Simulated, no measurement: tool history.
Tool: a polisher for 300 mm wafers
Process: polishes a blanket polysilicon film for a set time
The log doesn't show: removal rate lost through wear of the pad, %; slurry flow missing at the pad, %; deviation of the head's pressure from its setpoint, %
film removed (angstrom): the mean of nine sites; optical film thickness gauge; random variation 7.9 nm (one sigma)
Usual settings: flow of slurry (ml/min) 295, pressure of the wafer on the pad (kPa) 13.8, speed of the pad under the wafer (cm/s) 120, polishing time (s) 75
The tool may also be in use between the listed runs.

run    hour  flow of slurry (ml/min)  pressure of the wafer on the pad (kPa)  speed of the pad under the wafer (cm/s)  polishing time (s)  wafers since the last listed run  wafers polished on this pad  hours since the slurry nozzle was cleaned  hours since the head pressure was calibrated  incoming thickness of the incoming film, nm  film removed (angstrom)
  1       0                      295                                    13.8                                      144                  75                                 0                          973                                      145.1                                         464.6                                       2096.1                     6665
  2    67.2                      295                                    13.8                                      144                  75                               636                         1610                                      212.3                                         531.8                                       2083.8                     6534
  3   157.4                      295                                    13.8                                      144                  75                               854                         2465                                      302.5                                           622                                       2061.7                     6668
  4   194.3                      295                                    13.8                                      120                  75                               349                         2814                                      339.4                                         658.9                                       2075.4                     5463
  5   272.7                      295                                    13.8                                      120                  75                               742                         3557                                      417.8                                         737.3                                       2087.9                     5741
      365.5  -- worn pad replaced by a new one
  6   366.5                      295                                    13.8                                      120                  75                               850                            9                                      511.6                                         831.1                                       2077.1                     5767
      389.7  -- slurry nozzle cleaned
  7   446.6                      295                                    13.8                                      120                  75                               749                          759                                       56.9                                         911.2                                       2070.9                     5704
  8   518.8                      295                                    13.8                                      120                  75                               684                         1443                                      129.1                                         983.4                                       2059.7                     5954
  9   618.7                      295                                    13.8                                      120                  75                               946                         2390                                        229                                        1083.3                                         2029                     5888
 10   710.5                      295                                    13.8                                      120                  75                               869                         3259                                      320.8                                        1175.1                                       2069.3                     5971
 11   759.1                      295                                    13.8                                      120                  75                               460                         3720                                      369.4                                        1223.7                                       2070.7                     6085
      791.8  -- head pressure recalibrated
      827.5  -- worn pad replaced by a new one
 12   863.2                      295                                    16.5                                      120                  75                               929                          338                                      473.5                                          71.4                                       2027.2                     6570
 13   902.5                      295                                    16.5                                      120                  75                               372                          711                                      512.8                                         110.7                                       2050.6                     6499
        922  -- slurry nozzle cleaned
 14  1005.3                      295                                    13.8                                      120                  75                               964                         1675                                       83.3                                         213.5                                       2072.9                     5542
 15  1108.4                      295                                    13.8                                      120                  75                               976                         2652                                      186.4                                         316.6                                       2063.4                     5388
 16  1159.3                      295                                    13.8                                      120                  75                               482                         3134                                      237.3                                         367.5                                       2076.7                     5322
 17  1197.2                      295                                    13.8                                      120                  75                               359                         3493                                      275.2                                         405.4                                       2085.5                     5385
 18  1286.6                      365                                    17.2                                      146                  99                               847                         4341                                      364.6                                         494.8                                       2068.6                    11066
     1305.5  -- worn pad replaced by a new one
 19  1360.8                      190                                      11                                      152                  86                               665                          523                                      438.8                                           569                                       2048.7                     6037
 20  1438.3                      295                                    13.8                                       80                  66                               734                         1257                                      516.3                                         646.5                                       2091.1                     3201
     1446.5  -- slurry nozzle cleaned
 21  1543.5                      395                                    17.9                                      120                  63                               987                         2245                                         97                                         751.7                                       2092.5                     6359
 22    1610                      295                                    13.8                                      120                  75                               630                         2875                                      163.5                                         818.2                                       2069.4                     5689
 23  1677.7                      380                                    13.8                                      152                  86                               641                         3516                                      231.2                                         885.9                                       2048.6                     8424
 24  1773.7                      225                                    13.8                                      132                  75                               909                         4426                                      327.2                                         981.9                                       2073.9                     6102
     1785.2  -- worn pad replaced by a new one
 25  1825.6                      345                                    17.9                                      120                  90                               453                          382                                      379.1                                        1033.8                                       2070.5                     9184
 26  1894.6                      255                                      11                                      138                  58                               653                         1036                                      448.1                                        1102.8                                       2085.8                     4013
     1913.3  -- head pressure recalibrated
 27  1953.2                      235                                    13.8                                      104                  75                               536                         1572                                      506.7                                          39.9                                       2036.3                     4523
       1975  -- slurry nozzle cleaned
 28    2048                      190                                      11                                      152                  86                               888                         2461                                         73                                         134.7                                       2057.8                     5779
 29  2099.7                      335                                    13.8                                      156                  49                               489                         2951                                      124.7                                         186.4                                       2041.3                     4609
 30  2195.9                      380                                    17.2                                      142                  90                               911                         3863                                      220.9                                         282.6                                       2067.9                     9555
 31    2263                      295                                    13.8                                      162                  75                               635                         4498                                        288                                         349.7                                       2087.9                     7420
     2272.8  -- worn pad replaced by a new one
 32  2340.8                      295                                    13.8                                      120                  75                               699                          643                                      365.8                                         427.5                                       2070.6                     5415

Hidden state at the last listed run before each entry between runs and at the first one after, where it differs:
Between runs 5 and 6: worn pad replaced by a new one (hour 365.5)
  deviation of the head's pressure from its setpoint, %: 4.4 -> 5.58
  measured less the result without the state, film removed (angstrom): +242 -> +305
Between runs 6 and 7: slurry nozzle cleaned (hour 389.7)
  deviation of the head's pressure from its setpoint, %: 5.58 -> 6.71
  measured less the result without the state, film removed (angstrom): +305 -> +359
Between runs 11 and 12: head pressure recalibrated (hour 791.8); worn pad replaced by a new one (hour 827.5)
  deviation of the head's pressure from its setpoint, %: 12.1 -> -0.845
  measured less the result without the state, film removed (angstrom): +656 -> -56
Between runs 13 and 14: slurry nozzle cleaned (hour 922)
  deviation of the head's pressure from its setpoint, %: -0.787 -> -0.519
  measured less the result without the state, film removed (angstrom): -52 -> -29
Between runs 18 and 19: worn pad replaced by a new one (hour 1305.5)
  deviation of the head's pressure from its setpoint, %: 1.08 -> 1.72
  measured less the result without the state, film removed (angstrom): +118 -> +102
Between runs 20 and 21: slurry nozzle cleaned (hour 1446.5)
  deviation of the head's pressure from its setpoint, %: 2.47 -> 3.66
  measured less the result without the state, film removed (angstrom): +77 -> +224
Between runs 24 and 25: worn pad replaced by a new one (hour 1785.2)
  deviation of the head's pressure from its setpoint, %: 6.86 -> 7.71
  measured less the result without the state, film removed (angstrom): +392 -> +657
Between runs 26 and 27: head pressure recalibrated (hour 1913.3)
  deviation of the head's pressure from its setpoint, %: 8.89 -> -1.68
  measured less the result without the state, film removed (angstrom): +328 -> -77
Between runs 27 and 28: slurry nozzle cleaned (hour 1975)
  deviation of the head's pressure from its setpoint, %: -1.68 -> -1.55
  measured less the result without the state, film removed (angstrom): -77 -> -91
Between runs 31 and 32: worn pad replaced by a new one (hour 2272.8)
  deviation of the head's pressure from its setpoint, %: -0.713 -> -0.227
  measured less the result without the state, film removed (angstrom): -53 -> -12
